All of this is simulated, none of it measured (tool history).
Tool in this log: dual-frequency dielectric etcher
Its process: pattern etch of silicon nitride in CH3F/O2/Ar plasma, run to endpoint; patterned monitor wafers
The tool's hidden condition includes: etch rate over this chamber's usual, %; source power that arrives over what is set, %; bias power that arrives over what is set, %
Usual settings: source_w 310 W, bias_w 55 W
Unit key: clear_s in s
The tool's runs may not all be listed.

run   hour  source_w  bias_w  wafers since the last listed run  hours since the last wet clean  hours since the last source power generator calibration  hours since the last bias power generator calibration  hours since the last upper electrode change  incoming incoming film thickness, nm  clear_s
  1    0.0       310      61                                 0                           151.2                                                   2460.1                                                 3044.3                                       4275.4                                 34.70     62.7
  2   23.8       310      55                               341                           175.0                                                   2483.9                                                 3068.1                                       4299.2                                 34.79     65.8
  3   72.6       310      55                               700                           223.8                                                   2532.7                                                 3116.9                                       4348.0                                 34.79     65.1
  4   85.3       310      55                               182                           236.5                                                   2545.4                                                 3129.6                                       4360.7                                 34.46     65.2
  5  107.5       310      55                               318                           258.7                                                   2567.6                                                 3151.8                                       4382.9                                 34.30     64.7
     124.2  -- bias power generator calibrated
  6  136.2       310      55                               354                           287.4                                                   2596.3                                                   12.0                                       4411.6                                 34.57     65.4
  7  168.0       310      55                               456                           319.2                                                   2628.1                                                   43.8                                       4443.4                                 34.11     65.0
     185.0  -- source power generator calibrated
     197.8  -- upper electrode replaced
  8  198.3       310      55                               194                           349.5                                                     13.3                                                   74.1                                          0.5                                 34.97     66.0
  9  223.4       310      55                               360                           374.6                                                     38.4                                                   99.2                                         25.6                                 34.59     65.8
 10  240.7       360      55                               248                           391.9                                                     55.7                                                  116.5                                         42.9                                 34.71     61.0
     275.3  -- wet clean of the chamber
 11  276.0       360      43                               162                             0.7                                                     91.0                                                  151.8                                         78.2                                 34.94     65.2
 12  298.9       310      55                               328                            23.6                                                    113.9                                                  174.7                                        101.1                                 34.26     64.3
 13  327.7       310      48                               413                            52.4                                                    142.7                                                  203.5                                        129.9                                 35.03     68.2
 14  350.1       290      48                               321                            74.8                                                    165.1                                                  225.9                                        152.3                                 34.63     70.1
 15  363.5       360      43                               192                            88.2                                                    178.5                                                  239.3                                        165.7                                 34.96     65.7
 16  385.7       380      65                               318                           110.4                                                    200.7                                                  261.5                                        187.9                                 34.84     56.0
 17  407.4       350      49                               311                           132.1                                                    222.4                                                  283.2                                        209.6                                 34.48     62.9

Alternative continuations, all from the tool just after run 17; predict every row:
  A  407.8       380      55                                 5                           132.5                                                    222.8                                                  283.6                                        210.0                                 34.57        ?
  B  407.8       390      48                                 5                           132.5                                                    222.8                                                  283.6                                        210.0                                 34.57        ?
  C  407.8       290      68                                 5                           132.5                                                    222.8                                                  283.6                                        210.0                                 34.57        ?
  D  407.8       340      63                                 5                           132.5                                                    222.8                                                  283.6                                        210.0                                 34.57        ?
  E  407.8       260      65                                 5                           132.5                                                    222.8                                                  283.6                                        210.0                                 34.57        ?

run  clear_s
  A     58.7
  B     60.4
  C     62.7
  D     59.4
  E     67.4
Take away the tool's hidden state, keep each run's random variation, and the runs would have read:
run  clear_s
  A     58.5
  B     60.1
  C     62.4
  D     59.1
  E     67.1
